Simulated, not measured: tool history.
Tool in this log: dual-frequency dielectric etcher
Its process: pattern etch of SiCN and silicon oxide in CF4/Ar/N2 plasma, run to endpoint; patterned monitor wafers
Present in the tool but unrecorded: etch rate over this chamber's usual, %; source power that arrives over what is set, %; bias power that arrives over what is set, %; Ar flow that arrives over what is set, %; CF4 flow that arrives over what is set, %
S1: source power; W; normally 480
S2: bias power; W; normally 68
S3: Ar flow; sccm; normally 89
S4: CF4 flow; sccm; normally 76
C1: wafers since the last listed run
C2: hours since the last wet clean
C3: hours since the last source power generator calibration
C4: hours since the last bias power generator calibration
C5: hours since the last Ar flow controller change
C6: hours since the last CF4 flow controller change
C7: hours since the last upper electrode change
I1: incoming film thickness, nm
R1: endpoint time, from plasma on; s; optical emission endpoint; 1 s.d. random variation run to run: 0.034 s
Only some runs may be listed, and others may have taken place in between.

{"run": 1, "hour": 0.0, "S1": 480, "S2": 68, "S3": 89, "S4": 76, "C1": 0, "C2": 43.2, "C3": 3868.5, "C4": 567.4, "C5": 4555.9, "C6": 1142.2, "C7": 1665.3, "I1": 10.07, "R1": 10.5}
{"run": 2, "hour": 103.4, "S1": 480, "S2": 68, "S3": 89, "S4": 76, "C1": 1595, "C2": 146.6, "C3": 3971.9, "C4": 670.8, "C5": 4659.3, "C6": 1245.6, "C7": 1768.7, "I1": 10.1, "R1": 10.4}
{"run": 3, "hour": 203.3, "S1": 480, "S2": 68, "S3": 89, "S4": 76, "C1": 1541, "C2": 246.5, "C3": 4071.8, "C4": 770.7, "C5": 4759.2, "C6": 1345.5, "C7": 1868.6, "I1": 10.08, "R1": 10.3}
{"run": 4, "hour": 279.9, "S1": 480, "S2": 68, "S3": 89, "S4": 76, "C1": 1182, "C2": 323.1, "C3": 4148.4, "C4": 847.3, "C5": 4835.8, "C6": 1422.1, "C7": 1945.2, "I1": 10.08, "R1": 10.3}
{"run": 5, "hour": 343.6, "S1": 480, "S2": 68, "S3": 89, "S4": 76, "C1": 983, "C2": 386.8, "C3": 4212.1, "C4": 911.0, "C5": 4899.5, "C6": 1485.8, "C7": 2008.9, "I1": 10.1, "R1": 10.3}
{"run": 6, "hour": 441.4, "S1": 480, "S2": 68, "S3": 89, "S4": 76, "C1": 1509, "C2": 484.6, "C3": 4309.9, "C4": 1008.8, "C5": 4997.3, "C6": 1583.6, "C7": 2106.7, "I1": 10.04, "R1": 10.1}
{"run": 7, "hour": 540.0, "S1": 480, "S2": 68, "S3": 89, "S4": 76, "C1": 1521, "C2": 583.2, "C3": 4408.5, "C4": 1107.4, "C5": 5095.9, "C6": 1682.2, "C7": 2205.3, "I1": 10.08, "R1": 10.1}
{"hour": 619.0, "done": "wet clean of the chamber"}
{"hour": 743.0, "done": "CF4 flow controller replaced"}
{"run": 8, "hour": 832.3, "S1": 480, "S2": 59, "S3": 89, "S4": 76, "C1": 4048, "C2": 213.3, "C3": 4700.8, "C4": 1399.7, "C5": 5388.2, "C6": 89.3, "C7": 2497.6, "I1": 10.09, "R1": 10.9}
{"run": 9, "hour": 874.0, "S1": 480, "S2": 59, "S3": 89, "S4": 76, "C1": 643, "C2": 255.0, "C3": 4742.5, "C4": 1441.4, "C5": 5429.9, "C6": 131.0, "C7": 2539.3, "I1": 10.02, "R1": 10.9}
{"hour": 913.4, "done": "Ar flow controller replaced"}
{"hour": 924.3, "done": "source power generator calibrated"}
{"run": 10, "hour": 938.7, "S1": 480, "S2": 68, "S3": 89, "S4": 62, "C1": 844, "C2": 319.7, "C3": 14.4, "C4": 1506.1, "C5": 25.3, "C6": 195.7, "C7": 2604.0, "I1": 10.12, "R1": 10.8}
{"run": 11, "hour": 1013.2, "S1": 480, "S2": 57, "S3": 89, "S4": 93, "C1": 1149, "C2": 394.2, "C3": 88.9, "C4": 1580.6, "C5": 99.8, "C6": 270.2, "C7": 2678.5, "I1": 10.06, "R1": 10.5}
{"run": 12, "hour": 1101.0, "S1": 480, "S2": 55, "S3": 89, "S4": 83, "C1": 1354, "C2": 482.0, "C3": 176.7, "C4": 1668.4, "C5": 187.6, "C6": 358.0, "C7": 2766.3, "I1": 10.09, "R1": 10.9}
{"run": 13, "hour": 1185.1, "S1": 400, "S2": 56, "S3": 89, "S4": 63, "C1": 1297, "C2": 566.1, "C3": 260.8, "C4": 1752.5, "C5": 271.7, "C6": 442.1, "C7": 2850.4, "I1": 10.07, "R1": 14.0}
{"hour": 1252.2, "done": "wet clean of the chamber"}
{"run": 14, "hour": 1264.3, "S1": 480, "S2": 68, "S3": 89, "S4": 76, "C1": 851, "C2": 12.1, "C3": 340.0, "C4": 1831.7, "C5": 350.9, "C6": 521.3, "C7": 2929.6, "I1": 10.07, "R1": 10.5}
{"run": 15, "hour": 1370.0, "S1": 400, "S2": 68, "S3": 72, "S4": 64, "C1": 1631, "C2": 117.8, "C3": 445.7, "C4": 1937.4, "C5": 456.6, "C6": 627.0, "C7": 3035.3, "I1": 10.03, "R1": 13.1}
{"run": 16, "hour": 1538.1, "S1": 400, "S2": 68, "S3": 104, "S4": 76, "C1": 2594, "C2": 285.9, "C3": 613.8, "C4": 2105.5, "C5": 624.7, "C6": 795.1, "C7": 3203.4, "I1": 10.17, "R1": 13.2}
{"hour": 1603.1, "done": "bias power generator calibrated"}
{"run": 17, "hour": 1612.6, "S1": 380, "S2": 68, "S3": 89, "S4": 76, "C1": 1088, "C2": 360.4, "C3": 688.3, "C4": 9.5, "C5": 699.2, "C6": 869.6, "C7": 3277.9, "I1": 10.14, "R1": 13.7}
{"run": 18, "hour": 1720.2, "S1": 480, "S2": 68, "S3": 89, "S4": 76, "C1": 1660, "C2": 468.0, "C3": 795.9, "C4": 117.1, "C5": 806.8, "C6": 977.2, "C7": 3385.5, "I1": 10.17, "R1": 10.3}
{"run": 19, "hour": 1790.6, "S1": 370, "S2": 77, "S3": 71, "S4": 59, "C1": 1086, "C2": 538.4, "C3": 866.3, "C4": 187.5, "C5": 877.2, "C6": 1047.6, "C7": 3455.9, "I1": 10.09, "R1": 13.6}
{"hour": 1831.8, "done": "wet clean of the chamber"}
{"hour": 1899.8, "done": "upper electrode replaced"}
{"run": 20, "hour": 1900.3, "S1": 480, "S2": 60, "S3": 95, "S4": 76, "C1": 952, "C2": 68.5, "C3": 976.0, "C4": 297.2, "C5": 986.9, "C6": 1157.3, "C7": 0.5, "I1": 10.06, "R1": 11.0}
{"run": 21, "hour": 1950.2, "S1": 480, "S2": 68, "S3": 89, "S4": 76, "C1": 770, "C2": 118.4, "C3": 1025.9, "C4": 347.1, "C5": 1036.8, "C6": 1207.2, "C7": 50.4, "I1": 10.07, "R1": 10.5}
{"run": 22, "hour": 2056.5, "S1": 480, "S2": 68, "S3": 71, "S4": 93, "C1": 1640, "C2": 224.7, "C3": 1132.2, "C4": 453.4, "C5": 1143.1, "C6": 1313.5, "C7": 156.7, "I1": 10.03, "R1": 9.7}
{"run": 23, "hour": 2370.1, "S1": 480, "S2": 68, "S3": 89, "S4": 76, "C1": 4839, "C2": 538.3, "C3": 1445.8, "C4": 767.0, "C5": 1456.7, "C6": 1627.1, "C7": 470.3, "I1": 10.08, "R1": 10.2}
{"hour": 2397.1, "done": "wet clean of the chamber"}
{"run": 24, "hour": 2444.9, "S1": 400, "S2": 80, "S3": 89, "S4": 76, "C1": 783, "C2": 47.8, "C3": 1520.6, "C4": 841.8, "C5": 1531.5, "C6": 1701.9, "C7": 545.1, "I1": 10.23, "R1": 12.3}
{"hour": 2507.9, "done": "CF4 flow controller replaced"}
{"run": 25, "hour": 2508.5, "S1": 480, "S2": 68, "S3": 89, "S4": 76, "C1": 888, "C2": 111.4, "C3": 1584.2, "C4": 905.4, "C5": 1595.1, "C6": 0.6, "C7": 608.7, "I1": 10.12, "R1": 10.5}

Selected run-to-run steps in R1, each split into two signed amounts: the part the tool would show with no hidden state at all (from settings, incoming material and random variation), and the remainder, which goes to the hidden state together with any gauge scatter not common to the measured and the hidden-state-free results:
Run 13 -> 14: S1 400 -> 480, S2 56 -> 68, S4 63 -> 76, wet clean of the chamber. R1 -3.5 s: hidden state +0.6, all else -4.1.
Run 17 -> 18: S1 380 -> 480. R1 -3.4 s: hidden state +0.0, all else -3.4.
Run 19 -> 20: S1 370 -> 480, S2 77 -> 60, S3 71 -> 95, S4 59 -> 76, wet clean of the chamber, upper electrode replaced. R1 -2.6 s: hidden state +0.5, all else -3.1.

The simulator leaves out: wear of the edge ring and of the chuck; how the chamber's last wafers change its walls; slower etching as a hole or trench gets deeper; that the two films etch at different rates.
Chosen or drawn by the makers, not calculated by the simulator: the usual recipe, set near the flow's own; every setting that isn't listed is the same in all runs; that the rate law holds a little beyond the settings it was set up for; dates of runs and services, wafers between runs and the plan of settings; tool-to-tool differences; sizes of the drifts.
